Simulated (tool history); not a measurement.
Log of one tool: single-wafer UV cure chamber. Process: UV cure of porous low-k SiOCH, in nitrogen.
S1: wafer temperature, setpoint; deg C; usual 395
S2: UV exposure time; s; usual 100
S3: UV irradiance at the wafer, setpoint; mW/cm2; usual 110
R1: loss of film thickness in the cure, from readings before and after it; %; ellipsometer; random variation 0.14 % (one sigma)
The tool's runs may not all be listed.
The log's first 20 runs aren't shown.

| run | hour | S1 | S2 | S3 | R1 |
|---|---|---|---|---|---|
|  | 942.2 | UV bulbs replaced |
| 21 | 987.8 | 380 | 100 | 110 | 7.029 |
| 22 | 1044.9 | 395 | 100 | 141 | 8.126 |
| 23 | 1070.4 | 395 | 100 | 110 | 7.08 |
| 24 | 1112.8 | 395 | 100 | 110 | 6.964 |
| 25 | 1183.8 | 395 | 135 | 90 | 7.14 |
|  | 1223.6 | quartz window cleaned |
| 26 | 1253.5 | 388 | 45 | 110 | 4.33 |
| 27 | 1300.2 | 395 | 100 | 84 | 6.211 |
| 28 | 1370.9 | 395 | 100 | 110 | 6.833 |
| 29 | 1439.8 | 402 | 125 | 138 | 8.582 |
| 30 | 1491.4 | 378 | 160 | 110 | 8.169 |
| 31 | 1528 | 395 | 100 | 110 | 6.504 |
| 32 | 1558.1 | 375 | 160 | 147 | 8.978 |
|  | 1589.8 | quartz window cleaned |
| 33 | 1617.8 | 379 | 60 | 134 | 5.692 |
| 34 | 1680.2 | 395 | 100 | 99 | 6.345 |
| 35 | 1736.6 | 395 | 100 | 110 | 6.658 |
| 36 | 1778 | 378 | 130 | 77 | 5.888 |
| 37 | 1803 | 401 | 100 | 74 | 5.077 |
| 38 | 1832.2 | 395 | 40 | 142 | 4.098 |

5 ways to go on from here, each from the tool as it stands after run 38. What would each give?
| A | 1832.6 | 395 | 85 | 110 | ? |
| B | 1832.6 | 382 | 100 | 85 | ? |
| C | 1832.6 | 395 | 130 | 110 | ? |
| D | 1832.6 | 395 | 100 | 137 | ? |
| E | 1832.6 | 395 | 145 | 110 | ? |

| run | R1 |
|---|---|
| A | 5.868 |
| B | 5.322 |
| C | 7.561 |
| D | 7.384 |
| E | 8.017 |
Without the tool's hidden state the same runs would have given:
| run | R1 |
|---|---|
| A | 7.823 |
| B | 7.215 |
| C | 9.636 |
| D | 9.45 |
| E | 10.114 |
